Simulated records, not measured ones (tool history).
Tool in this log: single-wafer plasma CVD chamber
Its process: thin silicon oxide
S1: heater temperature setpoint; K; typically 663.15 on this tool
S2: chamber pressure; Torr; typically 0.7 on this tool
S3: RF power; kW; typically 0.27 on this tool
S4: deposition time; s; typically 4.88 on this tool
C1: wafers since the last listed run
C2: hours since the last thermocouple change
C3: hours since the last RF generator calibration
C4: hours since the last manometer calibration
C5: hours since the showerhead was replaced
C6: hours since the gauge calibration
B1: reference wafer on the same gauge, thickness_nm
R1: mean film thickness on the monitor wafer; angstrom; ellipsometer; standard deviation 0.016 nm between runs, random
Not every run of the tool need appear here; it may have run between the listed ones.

run	hour	S1	S2	S3	S4	C1	C2	C3	C4	C5	C6	B1	R1
1	0	663.15	0.654	0.27	4.88	0	880.5	1611.4	2265	6075.1	320.3	8.112	80.43
2	12.5	663.15	0.654	0.27	4.88	420	893	1623.9	2277.5	6087.6	332.8	8.114	80.11
3	24.4	663.15	0.654	0.27	4.88	400	904.9	1635.8	2289.4	6099.5	344.7	8.114	79.83
4	41.3	663.15	0.7	0.27	4.88	568	921.8	1652.7	2306.3	6116.4	361.6	8.11	84.27
5	48.4	663.15	0.7	0.27	4.88	238	928.9	1659.8	2313.4	6123.5	368.7	8.11	84.32
6	63.5	663.15	0.7	0.27	4.88	507	944	1674.9	2328.5	6138.6	383.8	8.11	84.42
7	72.9	663.15	0.7	0.27	4.88	316	953.4	1684.3	2337.9	6148	393.2	8.108	84.33
8	87.4	663.15	0.7	0.27	4.88	487	967.9	1698.8	2352.4	6162.5	407.7	8.116	84.06
9	98.6	663.15	0.7	0.27	4.88	376	979.1	1710	2363.6	6173.7	418.9	8.113	84.47
10	114	663.15	0.7	0.26	4.88	517	994.5	1725.4	2379	6189.1	434.3	8.112	83.26
# hour 124.3: showerhead replaced
11	124.8	663.15	0.7	0.27	4.88	94	1005.3	1736.2	2389.8	0.5	445.1	8.109	84.36
12	132.2	663.15	0.7	0.31	5.71	248	1012.7	1743.6	2397.2	7.9	452.5	8.111	103.86
13	149.3	673.15	0.7	0.27	4.14	574	1029.8	1760.7	2414.3	25	469.6	8.112	71.14
14	161.3	678.15	0.549	0.315	4.88	403	1041.8	1772.7	2426.3	37	481.6	8.108	73.78
15	167.4	656.15	0.873	0.25	4.14	205	1047.9	1778.8	2432.4	43.1	487.7	8.109	81.4
# hour 179.7: RF generator calibrated
# hour 184.1: capacitance manometer re-zeroed and calibrated
16	184.6	677.15	0.7	0.3	5.6	161	1065.1	4.9	0.5	60.3	504.9	8.11	95.43
17	185.7	677.15	0.553	0.32	5.56	36	1066.2	6	1.6	61.4	506	8.113	81.27
# hour 196: gauge calibrated
# hour 198: thermocouple changed; heater temperature recalibrated
18	198.5	663.15	0.7	0.27	5.24	161	0.5	18.8	14.4	74.2	2.5	8.108	86.73
19	220.3	663.15	0.7	0.27	4.88	732	22.3	40.6	36.2	96	24.3	8.108	80.56
20	226.5	677.15	0.7	0.27	4.88	208	28.5	46.8	42.4	102.2	30.5	8.11	80.26
21	238.8	657.15	0.7	0.27	4.88	413	40.8	59.1	54.7	114.5	42.8	8.111	81.4
22	246.6	657.15	0.543	0.225	4.88	262	48.6	66.9	62.5	122.3	50.6	8.108	62.1
23	262.8	663.15	0.7	0.27	4.88	544	64.8	83.1	78.7	138.5	66.8	8.114	81.36
24	269	663.15	0.7	0.27	4.88	208	71	89.3	84.9	144.7	73	8.109	80.85
25	285.2	663.15	0.7	0.27	4.88	544	87.2	105.5	101.1	160.9	89.2	8.111	81.19
26	293.3	671.15	0.847	0.23	5.7	272	95.3	113.6	109.2	169	97.3	8.11	102.12
27	306.9	663.15	0.839	0.27	4.88	457	108.9	127.2	122.8	182.6	110.9	8.108	93.38
28	322.4	663.15	0.7	0.27	4.2	521	124.4	142.7	138.3	198.1	126.4	8.109	70.11

The same runs without the tool's hidden state, with the same run-to-run variation:
Unlogged tool condition in this case: wafer temperature above the value expected at the setpoint (K); delivered RF power above the setpoint (%); true pressure above the setpoint (%); gauge reads high (%).
run	R1
1	76.35
2	76.04
3	75.77
4	80.07
5	80.11
6	80.2
7	80.11
8	79.85
9	80.23
10	79.08
11	80.12
12	98.64
13	67.56
14	69.9
15	78.02
16	94.72
17	80.63
18	86.01
19	79.77
20	79.44
21	80.5
22	61.35
23	80.34
24	79.8
25	80.05
26	100.75
27	92.06
28	68.97
